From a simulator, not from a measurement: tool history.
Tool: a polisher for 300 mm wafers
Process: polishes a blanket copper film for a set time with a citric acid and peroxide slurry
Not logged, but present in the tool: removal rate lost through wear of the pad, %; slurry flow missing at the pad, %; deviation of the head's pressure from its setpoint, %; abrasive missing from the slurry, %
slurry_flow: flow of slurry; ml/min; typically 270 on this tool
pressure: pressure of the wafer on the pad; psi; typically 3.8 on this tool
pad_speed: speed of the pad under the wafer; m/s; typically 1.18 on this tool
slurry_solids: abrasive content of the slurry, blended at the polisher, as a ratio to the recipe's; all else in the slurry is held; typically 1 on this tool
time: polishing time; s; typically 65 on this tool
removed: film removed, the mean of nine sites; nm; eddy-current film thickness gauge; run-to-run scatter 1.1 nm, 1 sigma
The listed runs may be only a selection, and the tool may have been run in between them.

run,hour,slurry_flow,pressure,pad_speed,slurry_solids,time,wafers since the last listed run,wafers polished on this pad,hours since the slurry nozzle was cleaned,hours since the head pressure was calibrated,hours since the slurry blender was calibrated,"incoming thickness of the incoming film, nm",removed
1,0,270,3.8,1.18,1,65,0,622,255.9,719.3,211.3,612.4,183.8
2,18,270,3.8,1.18,1,65,183,806,273.9,737.3,229.3,620.1,183.4
3,29.2,270,3.8,1.18,1,65,114,920,285.1,748.5,240.5,608.5,184.5
4,39.9,270,4.5,1.18,1,65,109,1029,295.8,759.2,251.2,604,203.9
# hour 48.1: worn pad replaced by a new one
5,48.6,270,4.5,1.18,1,65,47,4,304.5,767.9,259.9,596.3,204.4
6,57.9,270,3.8,1.18,1,70,94,99,313.8,777.2,269.2,608.4,200.9
7,71.5,270,3.8,1.18,1,70,138,238,327.4,790.8,282.8,613.5,197.3
8,81.1,270,3.8,1.18,1,70,97,336,337,800.4,292.4,604.7,199.8
9,94.6,270,3.8,1.18,1,65,137,474,350.5,813.9,305.9,600.2,184.4
10,103.4,270,3.8,1.18,1,65,89,563,359.3,822.7,314.7,620.5,182.9
11,118,270,3.8,1.18,1,65,148,712,373.9,837.3,329.3,599.4,185.2
12,125.7,270,3.8,1.18,1,65,78,791,381.6,845,337,597.2,183.1
13,132.7,270,3.8,1.18,1,65,71,862,388.6,852,344,607.9,182.8
# hour 146.7: head pressure recalibrated
# hour 159.5: slurry blender recalibrated
# hour 163.2: worn pad replaced by a new one
14,166.2,270,3,1.42,0.8,65,263,30,422.1,19.5,6.7,622.8,187.1
15,176.7,270,3.8,1.18,0.9,65,107,138,432.6,30,17.2,596.3,189.1
16,183,270,3.8,1.18,1,65,64,202,438.9,36.3,23.5,617.8,194.9
17,190.7,230,3.8,1.18,1,65,78,280,446.6,44,31.2,616.9,191.1
18,198.1,180,3.8,1.18,0.75,56,75,356,454,51.4,38.6,610.5,154.7
19,211.4,270,4.2,1.18,1,65,135,492,467.3,64.7,51.9,613.3,207.4
20,220.5,270,3.8,1.18,1,65,92,585,476.4,73.8,61,609,195.2
21,232.5,270,4.6,1.18,1,65,122,707,488.4,85.8,73,610.7,219.2
# hour 238.9: head pressure recalibrated, repeated, since the last time left the tool worse
# hour 242: slurry nozzle cleaned
22,247.5,195,3.8,1.18,1,65,122,829,5.5,8.6,88,615.5,172.1
23,255.9,270,3.8,1.18,0.85,65,85,915,13.9,17,96.4,617.4,171.8
# hour 262.1: worn pad replaced by a new one
24,271.6,270,3.8,1.18,1,70,119,96,29.6,32.7,112.1,614.5,191.2
25,285.3,270,4.2,1.18,1.15,85,139,236,43.3,46.4,125.8,611.7,253.3
26,293.9,270,3.8,1.56,1.15,72,87,324,51.9,55,134.4,612.3,251.7
27,307,200,3.8,1.44,1,65,133,457,65,68.1,147.5,603.1,206.8
28,323,270,3.8,1.18,1.15,65,163,621,81,84.1,163.5,613,181.6
29,331.6,270,4.6,1.18,1,65,87,708,89.6,92.7,172.1,611.5,200.2
30,344.3,270,4.3,1.18,1,65,129,838,102.3,105.4,184.8,615.2,190.9

Exercise: give the hidden state of the tool at every run:
removal rate lost through wear of the pad, %: 0 on each run
slurry flow missing at the pad, %: 0 on each run
abrasive missing from the slurry, %: 0 on each run
H1: deviation of the head's pressure from its setpoint, %
run,H1
1,6.19
2,6.35
3,6.45
4,6.54
5,6.62
6,6.7
7,6.82
8,6.91
9,7.03
10,7.1
11,7.23
12,7.3
13,7.36
14,15
15,15.1
16,15.1
17,15.2
18,15.2
19,15.4
20,15.4
21,15.5
22,0.0151
23,0.0892
24,0.228
25,0.349
26,0.425
27,0.54
28,0.682
29,0.757
30,0.87

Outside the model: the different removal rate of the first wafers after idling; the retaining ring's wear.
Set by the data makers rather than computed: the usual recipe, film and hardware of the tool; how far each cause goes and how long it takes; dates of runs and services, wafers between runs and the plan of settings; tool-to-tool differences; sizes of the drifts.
